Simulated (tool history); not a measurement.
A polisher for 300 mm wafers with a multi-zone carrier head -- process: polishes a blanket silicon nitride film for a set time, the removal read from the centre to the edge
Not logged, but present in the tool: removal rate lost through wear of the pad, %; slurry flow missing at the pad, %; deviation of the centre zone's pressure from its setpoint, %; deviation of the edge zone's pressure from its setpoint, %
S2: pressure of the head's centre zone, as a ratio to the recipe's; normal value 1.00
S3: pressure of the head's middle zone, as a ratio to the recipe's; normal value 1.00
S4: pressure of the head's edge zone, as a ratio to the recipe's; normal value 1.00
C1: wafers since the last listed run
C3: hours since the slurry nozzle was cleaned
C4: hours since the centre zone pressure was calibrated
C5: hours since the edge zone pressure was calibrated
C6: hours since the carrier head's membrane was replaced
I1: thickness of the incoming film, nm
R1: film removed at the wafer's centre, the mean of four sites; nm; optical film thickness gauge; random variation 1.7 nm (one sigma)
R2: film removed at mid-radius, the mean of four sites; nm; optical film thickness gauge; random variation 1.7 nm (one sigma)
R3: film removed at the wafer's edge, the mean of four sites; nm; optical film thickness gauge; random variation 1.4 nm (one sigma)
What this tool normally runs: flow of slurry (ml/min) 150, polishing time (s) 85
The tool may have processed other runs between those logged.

Run 1, hour 0.0: usual settings but S3 1.06, S4 0.91; C1 0; wafers polished on this pad 962; C3 205.6; C4 1043.4; C5 1173.3; C6 930.4; I1 927.1. Result: R1 144.6 nm, R2 153.7 nm, R3 143.4 nm.
Run 2, hour 14.0: usual settings but S3 1.06, S4 0.91; C1 123; wafers polished on this pad 1086; C3 219.6; C4 1057.4; C5 1187.3; C6 944.4; I1 940.9. Result: R1 145.4 nm, R2 154.5 nm, R3 143.7 nm.
At hour 35.3: slurry nozzle cleaned.
At hour 36.4: centre zone pressure recalibrated.
Run 3, hour 36.9: usual settings; C1 183; wafers polished on this pad 1269; C3 1.6; C4 0.5; C5 1210.2; C6 967.3; I1 936.6. Result: R1 155.3 nm, R2 152.9 nm, R3 159.2 nm.
At hour 64.9: worn pad replaced by a new one.
Run 4, hour 66.9: usual settings; C1 229; wafers polished on this pad 17; C3 31.6; C4 30.5; C5 1240.2; C6 997.3; I1 918.3. Result: R1 160.1 nm, R2 159.7 nm, R3 163.2 nm.
Run 5, hour 86.4: usual settings; C1 171; wafers polished on this pad 189; C3 51.1; C4 50.0; C5 1259.7; C6 1016.8; I1 912.4. Result: R1 162.1 nm, R2 156.7 nm, R3 162.7 nm.
Run 6, hour 103.1: usual settings but flow of slurry (ml/min) 125, S3 0.91, S4 0.92, polishing time (s) 68; C1 147; wafers polished on this pad 336; C3 67.8; C4 66.7; C5 1276.4; C6 1033.5; I1 943.2. Result: R1 120.6 nm, R2 111.0 nm, R3 118.7 nm.
At hour 125.5: carrier head's membrane replaced by a new one.
Run 7, hour 138.6: usual settings but polishing time (s) 66; C1 268; wafers polished on this pad 605; C3 103.3; C4 102.2; C5 1311.9; C6 13.1; I1 938.4. Result: R1 119.5 nm, R2 120.5 nm, R3 122.4 nm.
Run 8, hour 158.8: usual settings but S2 0.89, S4 0.94; C1 178; wafers polished on this pad 783; C3 123.5; C4 122.4; C5 1332.1; C6 33.3; I1 928.5. Result: R1 135.1 nm, R2 152.6 nm, R3 152.4 nm.
Run 9, hour 235.8: usual settings but flow of slurry (ml/min) 100, S4 0.89, polishing time (s) 106; C1 678; wafers polished on this pad 1462; C3 200.5; C4 199.4; C5 1409.1; C6 110.3; I1 923.3. Result: R1 145.9 nm, R2 151.7 nm, R3 156.9 nm.
At hour 249.3: worn pad replaced by a new one.
Run 10, hour 267.8: usual settings; C1 246; wafers polished on this pad 163; C3 232.5; C4 231.4; C5 1441.1; C6 142.3; I1 927.8. Result: R1 147.9 nm, R2 150.7 nm, R3 154.7 nm.
Run 11, hour 298.4: usual settings but S4 1.07; C1 269; wafers polished on this pad 432; C3 263.1; C4 262.0; C5 1471.7; C6 172.9; I1 926.2. Result: R1 145.4 nm, R2 143.9 nm, R3 157.9 nm.
At hour 303.1: edge zone pressure recalibrated.
At hour 317.7: slurry nozzle cleaned.
Run 12, hour 318.3: usual settings but S4 1.07, polishing time (s) 111; C1 149; wafers polished on this pad 581; C3 0.6; C4 281.9; C5 15.2; C6 192.8; I1 933.9. Result: R1 209.7 nm, R2 208.8 nm, R3 218.2 nm.
Run 13, hour 336.8: usual settings; C1 163; wafers polished on this pad 744; C3 19.1; C4 300.4; C5 33.7; C6 211.3; I1 915.1. Result: R1 160.6 nm, R2 156.5 nm, R3 163.9 nm.
Run 14, hour 353.0: usual settings but S2 0.94, S3 0.95, polishing time (s) 111; C1 142; wafers polished on this pad 887; C3 35.3; C4 316.6; C5 49.9; C6 227.5; I1 916.1. Result: R1 192.3 nm, R2 193.1 nm, R3 207.2 nm.
Run 15, hour 421.2: usual settings but S4 0.93, polishing time (s) 61; C1 601; wafers polished on this pad 1489; C3 103.5; C4 384.8; C5 118.1; C6 295.7; I1 929.5. Result: R1 103.2 nm, R2 106.0 nm, R3 104.8 nm.
At hour 432.6: worn pad replaced by a new one.
Run 16, hour 456.4: usual settings but S3 1.06; C1 275; wafers polished on this pad 209; C3 138.7; C4 420.0; C5 153.3; C6 330.9; I1 927.7. Result: R1 153.3 nm, R2 158.0 nm, R3 156.0 nm.
Run 17, hour 472.5: usual settings but flow of slurry (ml/min) 185, polishing time (s) 115; C1 141; wafers polished on this pad 351; C3 154.8; C4 436.1; C5 169.4; C6 347.0; I1 933.9. Result: R1 218.7 nm, R2 218.4 nm, R3 222.3 nm.
Run 18, hour 500.3: usual settings; C1 245; wafers polished on this pad 596; C3 182.6; C4 463.9; C5 197.2; C6 374.8; I1 925.3. Result: R1 149.4 nm, R2 146.5 nm, R3 154.4 nm.
Run 19, hour 523.1: usual settings but flow of slurry (ml/min) 185; C1 201; wafers polished on this pad 797; C3 205.4; C4 486.7; C5 220.0; C6 397.6; I1 923.3. Result: R1 152.6 nm, R2 154.7 nm, R3 157.1 nm.
Run 20, hour 539.8: usual settings but flow of slurry (ml/min) 195, S2 0.92, S3 1.04; C1 147; wafers polished on this pad 944; C3 222.1; C4 503.4; C5 236.7; C6 414.3; I1 931.6. Result: R1 143.4 nm, R2 159.3 nm, R3 156.5 nm.
Run 21, hour 552.4: usual settings but S2 0.90; C1 111; wafers polished on this pad 1055; C3 234.7; C4 516.0; C5 249.3; C6 426.9; I1 939.7. Result: R1 126.8 nm, R2 141.6 nm, R3 150.2 nm.
Run 22, hour 586.1: usual settings; C1 297; wafers polished on this pad 1352; C3 268.4; C4 549.7; C5 283.0; C6 460.6; I1 944.8. Result: R1 136.1 nm, R2 137.7 nm, R3 145.3 nm.
Run 23, hour 603.2: usual settings but S2 1.10, polishing time (s) 112; C1 150; wafers polished on this pad 1503; C3 285.5; C4 566.8; C5 300.1; C6 477.7; I1 928.5. Result: R1 194.3 nm, R2 174.3 nm, R3 185.2 nm.

Forecast each of these 3 alternatives for the next run:
Run A, hour 603.6: usual settings; C1 3; wafers polished on this pad 1507; C3 285.9; C4 567.2; C5 300.5; C6 478.1; I1 948.8. Result: R1 ?, R2 ?, R3 ?.
Run B, hour 603.6: usual settings but S4 1.12, polishing time (s) 103; C1 3; wafers polished on this pad 1507; C3 285.9; C4 567.2; C5 300.5; C6 478.1; I1 948.8. Result: R1 ?, R2 ?, R3 ?.
Run C, hour 603.6: usual settings but S2 0.95; C1 3; wafers polished on this pad 1507; C3 285.9; C4 567.2; C5 300.5; C6 478.1; I1 948.8. Result: R1 ?, R2 ?, R3 ?.

run     R1     R2     R3
  A  130.3  133.5  141.7
  B  157.8  161.7  181.6
  C  123.7  133.5  141.7
Without the tool's unlogged condition, the same runs would have read:
run     R1     R2     R3
  A  161.7  162.6  165.8
  B  196.0  197.0  212.6
  C  153.6  162.6  165.8
